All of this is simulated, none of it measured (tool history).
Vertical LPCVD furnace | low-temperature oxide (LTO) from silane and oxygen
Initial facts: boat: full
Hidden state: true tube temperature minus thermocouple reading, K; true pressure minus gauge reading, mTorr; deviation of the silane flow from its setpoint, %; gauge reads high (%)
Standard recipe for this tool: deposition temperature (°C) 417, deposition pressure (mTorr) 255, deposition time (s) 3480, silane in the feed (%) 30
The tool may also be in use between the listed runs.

run,hour,deposition temperature (°C),deposition pressure (mTorr),deposition time (s),silane in the feed (%),wafers since the last listed run,hours since the last temperature calibration,hours since the pressure gauge was zeroed,hours since the silane flow controller was replaced,hours since the gauge calibration,"read-back reference wafer on the same gauge, thickness",film thickness on the monitor wafer in the middle of the boat (angstrom)
1,0.0,417,255,3480,30,0,4565.0,4138.0,7581.2,241.6,576.11,4604.5
2,19.6,417,255,3480,30,304,4584.6,4157.6,7600.8,261.2,576.32,4614.0
3,29.1,417,255,3480,30,147,4594.1,4167.1,7610.3,270.7,576.06,4612.6
4,49.2,417,255,3480,30,312,4614.2,4187.2,7630.4,290.8,576.10,4608.5
5,66.4,417,255,3480,30,267,4631.4,4204.4,7647.6,308.0,576.01,4611.2
6,77.6,417,255,3480,30,174,4642.6,4215.6,7658.8,319.2,575.87,4601.7
7,93.1,417,255,3480,30,241,4658.1,4231.1,7674.3,334.7,575.90,4604.6
8,112.7,425,255,3480,33,304,4677.7,4250.7,7693.9,354.3,576.26,5713.4
9,125.7,425,255,3480,33,202,4690.7,4263.7,7706.9,367.3,576.01,5730.3
10,138.9,425,255,3480,33,205,4703.9,4276.9,7720.1,380.5,575.96,5715.6
# hour 177.2: thermocouples replaced and temperature profile calibrated
11,177.7,417,255,3480,30,230,0.5,4315.7,7758.9,419.3,576.22,4605.8
12,183.0,417,255,3480,30,82,5.8,4321.0,7764.2,424.6,575.88,4603.0
13,189.5,417,255,3480,30,101,12.3,4327.5,7770.7,431.1,575.84,4597.8
# hour 222.3: silane flow controller replaced
14,222.8,413,255,3480,30,144,45.6,4360.8,0.5,464.4,575.98,4404.1
# hour 225.2: gauge calibrated
15,228.1,413,255,3480,30,82,50.9,4366.1,5.8,2.9,575.77,4411.0
16,233.4,417,255,3480,30,82,56.2,4371.4,11.1,8.2,576.27,4611.0
17,240.3,410,255,3480,30,107,63.1,4378.3,18.0,15.1,576.05,4253.9
18,262.0,417,300,2850,30,337,84.8,4400.0,39.7,36.8,575.72,4479.2
19,270.2,417,255,2850,30,127,93.0,4408.2,47.9,45.0,575.76,3772.6
20,281.4,429,255,2670,35,174,104.2,4419.4,59.1,56.2,575.83,4939.5
# hour 317.3: pressure gauge zeroed
21,317.8,417,200,2940,30,192,140.6,0.5,95.5,92.6,575.95,3223.8
22,323.1,417,255,3480,26,82,145.9,5.8,100.8,97.9,575.72,3954.5
23,328.4,417,255,3960,30,82,151.2,11.1,106.1,103.2,575.73,5524.0
24,333.6,417,255,3480,30,80,156.4,16.3,111.3,108.4,576.28,4876.1
25,343.8,417,255,3480,30,158,166.6,26.5,121.5,118.6,575.93,4858.4
26,357.9,423,230,4680,34,219,180.7,40.6,135.6,132.7,576.12,7460.0
27,365.9,417,255,3480,30,124,188.7,48.6,143.6,140.7,575.99,4845.7
28,385.0,417,255,4800,30,297,207.8,67.7,162.7,159.8,576.19,6705.1
29,392.8,422,220,4860,27,121,215.6,75.5,170.5,167.6,576.01,5323.4
30,417.9,417,255,3480,34,390,240.7,100.6,195.6,192.7,575.80,5753.6
31,430.5,417,305,3900,30,195,253.3,113.2,208.2,205.3,576.20,6487.5

Selected run-to-run steps in film thickness on the monitor wafer in the middle of the boat (angstrom), each split into two signed amounts: the part the tool would show with no hidden state at all (from settings, incoming material and random variation), and the remainder, which goes to the hidden state together with any gauge scatter not common to the measured and the hidden-state-free results:
Run 7 -> 8: deposition temperature (°C) 417 -> 425, silane in the feed (%) 30 -> 33. film thickness on the monitor wafer in the middle of the boat (angstrom) +1108.8: hidden state -66.5, all else +1175.3.
Run 19 -> 20: deposition temperature (°C) 417 -> 429, deposition time (s) 2850 -> 2670, silane in the feed (%) 30 -> 35. film thickness on the monitor wafer in the middle of the boat (angstrom) +1166.9: hidden state -70.1, all else +1237.0.
Run 20 -> 21: deposition temperature (°C) 429 -> 417, deposition pressure (mTorr) 255 -> 200, deposition time (s) 2670 -> 2940, silane in the feed (%) 35 -> 30, pressure gauge zeroed. film thickness on the monitor wafer in the middle of the boat (angstrom) -1715.7: hidden state +284.3, all else -2000.0.
Run 25 -> 26: deposition temperature (°C) 417 -> 423, deposition pressure (mTorr) 255 -> 230, deposition time (s) 3480 -> 4680, silane in the feed (%) 30 -> 34. film thickness on the monitor wafer in the middle of the boat (angstrom) +2601.6: hidden state -18.3, all else +2619.9.
Run 26 -> 27: deposition temperature (°C) 423 -> 417, deposition pressure (mTorr) 230 -> 255, deposition time (s) 4680 -> 3480, silane in the feed (%) 34 -> 30. film thickness on the monitor wafer in the middle of the boat (angstrom) -2614.3: hidden state +14.2, all else -2628.5.
Run 27 -> 28: deposition time (s) 3480 -> 4800. film thickness on the monitor wafer in the middle of the boat (angstrom) +1859.4: hidden state -14.0, all else +1873.4.
